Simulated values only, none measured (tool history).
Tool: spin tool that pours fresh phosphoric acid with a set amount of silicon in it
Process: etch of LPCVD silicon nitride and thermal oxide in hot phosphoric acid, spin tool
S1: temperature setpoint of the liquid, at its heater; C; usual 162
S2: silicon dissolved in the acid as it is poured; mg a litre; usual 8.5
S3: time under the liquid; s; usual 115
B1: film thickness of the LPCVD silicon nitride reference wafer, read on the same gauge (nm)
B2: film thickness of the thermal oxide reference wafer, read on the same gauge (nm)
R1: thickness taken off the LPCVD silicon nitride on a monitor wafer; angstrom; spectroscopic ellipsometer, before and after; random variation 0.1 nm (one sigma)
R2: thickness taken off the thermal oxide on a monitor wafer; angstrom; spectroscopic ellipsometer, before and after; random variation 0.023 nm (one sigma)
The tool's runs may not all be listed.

| run | hour | S1 | S2 | S3 | B1 | B2 | R1 | R2 |
|---|---|---|---|---|---|---|---|---|
| 1 | 0 | 162 | 4 | 115 | 120.03 | 30.004 | 110.1 | 2.51 |
| 2 | 42.4 | 162 | 6 | 115 | 120.01 | 30.001 | 108.8 | 2.62 |
| 3 | 78.6 | 160 | 4.5 | 135 | 119.99 | 29.997 | 117.7 | 2.63 |
| 4 | 126.7 | 162 | 8.5 | 115 | 120.01 | 30.001 | 108.1 | 2.18 |
| 5 | 201.8 | 162 | 11 | 50 | 120 | 30.009 | 47.7 | 1.13 |
| 6 | 270.6 | 161 | 8.5 | 115 | 120 | 29.98 | 105.1 | 2.44 |
| 7 | 315.4 | 161 | 8.5 | 160 | 120.03 | 30.008 | 148.9 | 3.85 |
| 8 | 353.7 | 162 | 8.5 | 115 | 119.99 | 30.028 | 108.2 | 2.32 |
| 9 | 429 | 165 | 5.5 | 115 | 120.01 | 29.976 | 120.7 | 3.59 |
| 10 | 523.1 | 163.5 | 2 | 115 | 120.03 | 29.996 | 112.2 | 3.14 |
| 11 | 567.5 | 160 | 8.5 | 90 | 120.02 | 30.01 | 77.6 | 1.48 |
| 12 | 668.7 | 164.5 | 2 | 85 | 119.98 | 30.036 | 86.3 | 2.21 |
|  | 730.2 | gauge calibrated |
| 13 | 751.9 | 165 | 3 | 145 | 120 | 30.031 | 148.2 | 4.46 |
| 14 | 816 | 162 | 8.5 | 115 | 120.02 | 30.006 | 107 | 1.92 |
| 15 | 855.6 | 160 | 8.5 | 50 | 120.01 | 29.957 | 43.5 | 0.85 |
| 16 | 956.4 | 161 | 8.5 | 115 | 119.98 | 30.006 | 102.2 | 1.84 |
| 17 | 1026 | 162 | 8.5 | 115 | 120 | 30.026 | 103.9 | 2.31 |

Run 18 comes next. What will it give?
| 18 | 1111 | 162 | 11.5 | 115 | ? | ? | ? | ? |

{"run 18": {"B1": 120.01, "B2": 30.016, "R1": 106.7, "R2": 2.26}}
Without the tool's hidden state the same run would have given R1 112.3 angstrom, R2 2.54 angstrom.

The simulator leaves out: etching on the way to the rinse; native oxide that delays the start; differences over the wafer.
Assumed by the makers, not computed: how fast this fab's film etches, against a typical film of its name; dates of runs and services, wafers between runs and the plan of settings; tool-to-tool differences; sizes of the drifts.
